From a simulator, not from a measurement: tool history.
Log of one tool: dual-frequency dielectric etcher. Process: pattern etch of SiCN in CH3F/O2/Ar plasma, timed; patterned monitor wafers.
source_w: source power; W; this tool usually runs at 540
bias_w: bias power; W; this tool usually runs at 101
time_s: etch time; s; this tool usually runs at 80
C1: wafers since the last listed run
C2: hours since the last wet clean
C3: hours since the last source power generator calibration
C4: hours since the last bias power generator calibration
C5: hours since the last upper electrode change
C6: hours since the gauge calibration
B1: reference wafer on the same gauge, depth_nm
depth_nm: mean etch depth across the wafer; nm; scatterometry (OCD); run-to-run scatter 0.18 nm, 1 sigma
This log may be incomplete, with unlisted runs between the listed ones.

Run 1, hour 0: usual settings; C1 0; C2 355.2; C3 3785.3; C4 3298.5; C5 4399.3; C6 1600.1; B1 32.64. Result: depth_nm 38.55 nm.
Run 2, hour 45.4: usual settings; C1 339; C2 400.6; C3 3830.7; C4 3343.9; C5 4444.7; C6 1645.5; B1 32.61. Result: depth_nm 38.8 nm.
Run 3, hour 105.2: usual settings; C1 447; C2 460.4; C3 3890.5; C4 3403.7; C5 4504.5; C6 1705.3; B1 32.65. Result: depth_nm 38.73 nm.
At hour 123.4: bias power generator calibrated.
At hour 137.5: gauge calibrated.
Run 4, hour 148.9: usual settings; C1 296; C2 504.1; C3 3934.2; C4 25.5; C5 4548.2; C6 11.4; B1 32.61. Result: depth_nm 38.84 nm.
Run 5, hour 173: usual settings but source_w 460 W; C1 180; C2 528.2; C3 3958.3; C4 49.6; C5 4572.3; C6 35.5; B1 32.59. Result: depth_nm 35.7 nm.
Run 6, hour 217.4: usual settings but source_w 640 W, time_s 66.5 s; C1 332; C2 572.6; C3 4002.7; C4 94; C5 4616.7; C6 79.9; B1 32.64. Result: depth_nm 34.95 nm.
At hour 303.7: wet clean of the chamber.
Run 7, hour 304.2: usual settings but source_w 640 W, time_s 66.5 s; C1 469; C2 0.5; C3 4089.5; C4 180.8; C5 4703.5; C6 166.7; B1 32.62. Result: depth_nm 34.22 nm.
Run 8, hour 358.8: usual settings but source_w 640 W, time_s 66.5 s; C1 408; C2 55.1; C3 4144.1; C4 235.4; C5 4758.1; C6 221.3; B1 32.55. Result: depth_nm 34.11 nm.
Run 9, hour 408.1: usual settings; C1 368; C2 104.4; C3 4193.4; C4 284.7; C5 4807.4; C6 270.6; B1 32.65. Result: depth_nm 38.37 nm.
Run 10, hour 451.5: usual settings but source_w 450 W; C1 324; C2 147.8; C3 4236.8; C4 328.1; C5 4850.8; C6 314; B1 32.57. Result: depth_nm 34.63 nm.
Run 11, hour 512.7: usual settings; C1 457; C2 209; C3 4298; C4 389.3; C5 4912; C6 375.2; B1 32.65. Result: depth_nm 38.66 nm.
Run 12, hour 541.5: usual settings; C1 215; C2 237.8; C3 4326.8; C4 418.1; C5 4940.8; C6 404; B1 32.56. Result: depth_nm 38.76 nm.
Run 13, hour 607.2: usual settings but bias_w 110 W; C1 491; C2 303.5; C3 4392.5; C4 483.8; C5 5006.5; C6 469.7; B1 32.61. Result: depth_nm 39.65 nm.
At hour 639.1: source power generator calibrated.
Run 14, hour 639.6: usual settings but source_w 420 W, time_s 66 s; C1 212; C2 335.9; C3 0.5; C4 516.2; C5 5038.9; C6 502.1; B1 32.56. Result: depth_nm 27.79 nm.
Run 15, hour 706.6: usual settings but source_w 430 W, bias_w 89 W, time_s 91 s; C1 501; C2 402.9; C3 67.5; C4 583.2; C5 5105.9; C6 569.1; B1 32.57. Result: depth_nm 37.57 nm.
At hour 757.9: upper electrode replaced.
Run 16, hour 758.4: usual settings but bias_w 123 W; C1 207; C2 454.7; C3 119.3; C4 635; C5 0.5; C6 620.9; B1 32.62. Result: depth_nm 41.12 nm.
Run 17, hour 785.9: usual settings but time_s 87.5 s; C1 205; C2 482.2; C3 146.8; C4 662.5; C5 28; C6 648.4; B1 32.59. Result: depth_nm 42.32 nm.
Run 18, hour 837.4: usual settings but source_w 660 W, time_s 100 s; C1 385; C2 533.7; C3 198.3; C4 714; C5 79.5; C6 699.9; B1 32.63. Result: depth_nm 53.47 nm.
Run 19, hour 897.1: usual settings but bias_w 114 W; C1 446; C2 593.4; C3 258; C4 773.7; C5 139.2; C6 759.6; B1 32.62. Result: depth_nm 40.46 nm.
At hour 958.8: wet clean of the chamber.
Run 20, hour 959.3: usual settings; C1 285; C2 0.5; C3 320.2; C4 835.9; C5 201.4; C6 821.8; B1 32.62. Result: depth_nm 38.16 nm.
Run 21, hour 968.5: usual settings but source_w 420 W, bias_w 119 W, time_s 72.5 s; C1 68; C2 9.7; C3 329.4; C4 845.1; C5 210.6; C6 831; B1 32.64. Result: depth_nm 32.1 nm.
Run 22, hour 997.5: usual settings but bias_w 79 W, time_s 96 s; C1 216; C2 38.7; C3 358.4; C4 874.1; C5 239.6; C6 860; B1 32.63. Result: depth_nm 42.4 nm.
Run 23, hour 1027: usual settings but bias_w 83 W, time_s 68.5 s; C1 220; C2 68.2; C3 387.9; C4 903.6; C5 269.1; C6 889.5; B1 32.7. Result: depth_nm 31 nm.
Run 24, hour 1062.1: usual settings but source_w 640 W; C1 262; C2 103.3; C3 423; C4 938.7; C5 304.2; C6 924.6; B1 32.64. Result: depth_nm 41.45 nm.
Run 25, hour 1148.2: usual settings but source_w 460 W; C1 643; C2 189.4; C3 509.1; C4 1024.8; C5 390.3; C6 1010.7; B1 32.66. Result: depth_nm 35.44 nm.
Run 26, hour 1173.1: usual settings but source_w 640 W, bias_w 117 W, time_s 72.5 s; C1 186; C2 214.3; C3 534; C4 1049.7; C5 415.2; C6 1035.6; B1 32.58. Result: depth_nm 39.28 nm.
Run 27, hour 1228.1: usual settings but source_w 640 W; C1 411; C2 269.3; C3 589; C4 1104.7; C5 470.2; C6 1090.6; B1 32.6. Result: depth_nm 41.84 nm.
Run 28, hour 1260.4: usual settings but source_w 670 W; C1 241; C2 301.6; C3 621.3; C4 1137; C5 502.5; C6 1122.9; B1 32.61. Result: depth_nm 43.19 nm.
Run 29, hour 1385.1: usual settings but source_w 620 W, bias_w 116 W, time_s 67 s; C1 932; C2 426.3; C3 746; C4 1261.7; C5 627.2; C6 1247.6; B1 32.62. Result: depth_nm 36.16 nm.

Consider 5 possible next runs. They are alternatives, not a sequence: every one starts from the tool as it was left by run 29. What does each give?
Run A, hour 1385.5: usual settings; C1 2; C2 426.7; C3 746.4; C4 1262.1; C5 627.6; C6 1248; B1 ?. Result: depth_nm ?.
Run B, hour 1385.5: usual settings but source_w 590 W, bias_w 88 W, time_s 86.5 s; C1 2; C2 426.7; C3 746.4; C4 1262.1; C5 627.6; C6 1248; B1 ?. Result: depth_nm ?.
Run C, hour 1385.5: usual settings but source_w 620 W, time_s 56 s; C1 2; C2 426.7; C3 746.4; C4 1262.1; C5 627.6; C6 1248; B1 ?. Result: depth_nm ?.
Run D, hour 1385.5: usual settings but source_w 500 W, bias_w 94 W; C1 2; C2 426.7; C3 746.4; C4 1262.1; C5 627.6; C6 1248; B1 ?. Result: depth_nm ?.
Run E, hour 1385.5: usual settings but source_w 610 W; C1 2; C2 426.7; C3 746.4; C4 1262.1; C5 627.6; C6 1248; B1 ?. Result: depth_nm ?.

run     B1  depth_nm
  A  32.54     38.87
  B  32.54     42.15
  C  32.54     29.07
  D  32.54     36.63
  E  32.54     41.22
Without the tool's hidden state the same runs would have given:
run  depth_nm
  A     38.16
  B     41.38
  C     28.54
  D     35.96
  E     40.46
